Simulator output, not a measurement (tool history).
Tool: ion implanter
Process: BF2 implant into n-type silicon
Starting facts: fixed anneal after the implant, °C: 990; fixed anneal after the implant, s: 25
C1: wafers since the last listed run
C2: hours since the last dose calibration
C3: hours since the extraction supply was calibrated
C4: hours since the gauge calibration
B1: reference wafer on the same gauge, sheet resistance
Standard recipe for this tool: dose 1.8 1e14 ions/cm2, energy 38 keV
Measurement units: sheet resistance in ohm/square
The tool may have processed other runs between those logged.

{"run": 1, "hour": 0.0, "dose": 2.18, "energy": 43.5, "C1": 0, "C2": 888.2, "C3": 4294.4, "C4": 753.6, "B1": 487.16, "sheet resistance": 487.93}
{"run": 2, "hour": 23.1, "dose": 1.8, "energy": 38, "C1": 499, "C2": 911.3, "C3": 4317.5, "C4": 776.7, "B1": 487.03, "sheet resistance": 572.29}
{"run": 3, "hour": 55.0, "dose": 1.8, "energy": 38, "C1": 690, "C2": 943.2, "C3": 4349.4, "C4": 808.6, "B1": 486.7, "sheet resistance": 575.69}
{"run": 4, "hour": 72.3, "dose": 2.17, "energy": 38, "C1": 374, "C2": 960.5, "C3": 4366.7, "C4": 825.9, "B1": 486.92, "sheet resistance": 491.78}
{"run": 5, "hour": 100.3, "dose": 1.8, "energy": 35, "C1": 605, "C2": 988.5, "C3": 4394.7, "C4": 853.9, "B1": 487, "sheet resistance": 573.42}
{"hour": 118.8, "done": "gauge calibrated"}
{"run": 6, "hour": 128.0, "dose": 1.8, "energy": 38, "C1": 599, "C2": 1016.2, "C3": 4422.4, "C4": 9.2, "B1": 487.77, "sheet resistance": 572.19}
{"run": 7, "hour": 144.1, "dose": 1.8, "energy": 38, "C1": 348, "C2": 1032.3, "C3": 4438.5, "C4": 25.3, "B1": 486.61, "sheet resistance": 576.03}
{"run": 8, "hour": 160.7, "dose": 1.8, "energy": 38, "C1": 359, "C2": 1048.9, "C3": 4455.1, "C4": 41.9, "B1": 486.37, "sheet resistance": 571.82}
{"run": 9, "hour": 174.3, "dose": 1.8, "energy": 38, "C1": 294, "C2": 1062.5, "C3": 4468.7, "C4": 55.5, "B1": 486.87, "sheet resistance": 574.15}
{"run": 10, "hour": 196.0, "dose": 1.8, "energy": 38, "C1": 469, "C2": 1084.2, "C3": 4490.4, "C4": 77.2, "B1": 487.64, "sheet resistance": 573.39}
{"run": 11, "hour": 218.9, "dose": 2.22, "energy": 38, "C1": 495, "C2": 1107.1, "C3": 4513.3, "C4": 100.1, "B1": 487.27, "sheet resistance": 484.91}
{"run": 12, "hour": 242.4, "dose": 2.15, "energy": 38, "C1": 508, "C2": 1130.6, "C3": 4536.8, "C4": 123.6, "B1": 487.11, "sheet resistance": 493.45}
{"run": 13, "hour": 258.0, "dose": 2.15, "energy": 38, "C1": 337, "C2": 1146.2, "C3": 4552.4, "C4": 139.2, "B1": 487.21, "sheet resistance": 497.89}
{"run": 14, "hour": 270.5, "dose": 1.97, "energy": 43, "C1": 270, "C2": 1158.7, "C3": 4564.9, "C4": 151.7, "B1": 487.35, "sheet resistance": 528.51}
{"run": 15, "hour": 294.8, "dose": 1.51, "energy": 28.5, "C1": 525, "C2": 1183, "C3": 4589.2, "C4": 176, "B1": 487.27, "sheet resistance": 682.09}
{"run": 16, "hour": 307.1, "dose": 1.45, "energy": 28.5, "C1": 266, "C2": 1195.3, "C3": 4601.5, "C4": 188.3, "B1": 486.16, "sheet resistance": 707.95}
{"run": 17, "hour": 336.8, "dose": 1.49, "energy": 29, "C1": 642, "C2": 1225, "C3": 4631.2, "C4": 218, "B1": 486.41, "sheet resistance": 678.14}
{"run": 18, "hour": 368.3, "dose": 2.15, "energy": 46.5, "C1": 681, "C2": 1256.5, "C3": 4662.7, "C4": 249.5, "B1": 487.25, "sheet resistance": 492.11}
{"run": 19, "hour": 394.5, "dose": 1.8, "energy": 38, "C1": 567, "C2": 1282.7, "C3": 4688.9, "C4": 275.7, "B1": 486.92, "sheet resistance": 574.31}
{"run": 20, "hour": 418.9, "dose": 1.41, "energy": 31.5, "C1": 528, "C2": 1307.1, "C3": 4713.3, "C4": 300.1, "B1": 487.06, "sheet resistance": 708.04}
{"hour": 452.9, "done": "Faraday cup replaced and dose calibrated"}
{"run": 21, "hour": 453.4, "dose": 1.8, "energy": 35, "C1": 573, "C2": 0.5, "C3": 4747.8, "C4": 334.6, "B1": 486.35, "sheet resistance": 576.7}
{"hour": 470.7, "done": "extraction supply calibrated"}
{"run": 22, "hour": 471.2, "dose": 2.32, "energy": 43, "C1": 212, "C2": 18.3, "C3": 0.5, "C4": 352.4, "B1": 487.47, "sheet resistance": 460.72}
{"run": 23, "hour": 480.6, "dose": 1.8, "energy": 38, "C1": 203, "C2": 27.7, "C3": 9.9, "C4": 361.8, "B1": 487.35, "sheet resistance": 570.6}
{"run": 24, "hour": 502.4, "dose": 2.05, "energy": 26.5, "C1": 471, "C2": 49.5, "C3": 31.7, "C4": 383.6, "B1": 486.21, "sheet resistance": 530.78}
{"run": 25, "hour": 585.7, "dose": 1.8, "energy": 38, "C1": 1802, "C2": 132.8, "C3": 115, "C4": 466.9, "B1": 487.18, "sheet resistance": 570.71}
{"run": 26, "hour": 603.8, "dose": 2.18, "energy": 32.5, "C1": 391, "C2": 150.9, "C3": 133.1, "C4": 485, "B1": 486.92, "sheet resistance": 495.73}
{"run": 27, "hour": 632.0, "dose": 1.41, "energy": 31.5, "C1": 610, "C2": 179.1, "C3": 161.3, "C4": 513.2, "B1": 486.79, "sheet resistance": 712.97}
{"run": 28, "hour": 653.1, "dose": 1.5, "energy": 27, "C1": 456, "C2": 200.2, "C3": 182.4, "C4": 534.3, "B1": 486.53, "sheet resistance": 687.52}
{"run": 29, "hour": 682.3, "dose": 1.8, "energy": 38, "C1": 631, "C2": 229.4, "C3": 211.6, "C4": 563.5, "B1": 487.63, "sheet resistance": 573.51}
{"run": 30, "hour": 702.0, "dose": 2.15, "energy": 46, "C1": 426, "C2": 249.1, "C3": 231.3, "C4": 583.2, "B1": 486.97, "sheet resistance": 489.36}
{"run": 31, "hour": 728.5, "dose": 1.8, "energy": 51, "C1": 573, "C2": 275.6, "C3": 257.8, "C4": 609.7, "B1": 487.35, "sheet resistance": 561.36}
{"run": 32, "hour": 756.5, "dose": 2.04, "energy": 31, "C1": 605, "C2": 303.6, "C3": 285.8, "C4": 637.7, "B1": 486.77, "sheet resistance": 529.46}
{"run": 33, "hour": 791.2, "dose": 1.66, "energy": 33, "C1": 751, "C2": 338.3, "C3": 320.5, "C4": 672.4, "B1": 487.08, "sheet resistance": 619.74}
{"run": 34, "hour": 814.6, "dose": 2.05, "energy": 38, "C1": 506, "C2": 361.7, "C3": 343.9, "C4": 695.8, "B1": 486.84, "sheet resistance": 515.92}
{"run": 35, "hour": 841.8, "dose": 1.8, "energy": 47, "C1": 588, "C2": 388.9, "C3": 371.1, "C4": 723, "B1": 486.87, "sheet resistance": 560.04}
{"run": 36, "hour": 874.4, "dose": 2.32, "energy": 38, "C1": 705, "C2": 421.5, "C3": 403.7, "C4": 755.6, "B1": 487.75, "sheet resistance": 472.53}
{"run": 37, "hour": 894.4, "dose": 1.41, "energy": 32, "C1": 432, "C2": 441.5, "C3": 423.7, "C4": 775.6, "B1": 486.43, "sheet resistance": 709.23}
{"run": 38, "hour": 929.8, "dose": 1.97, "energy": 38, "C1": 766, "C2": 476.9, "C3": 459.1, "C4": 811, "B1": 487, "sheet resistance": 532.45}

What was the tool's hidden state at every run in the log?
deviation of the true dose from the Faraday cup's reading, %: 0 in every run
deviation of the true energy from its setpoint, %: 0 in every run
gauge reads high (%): 0 in every run
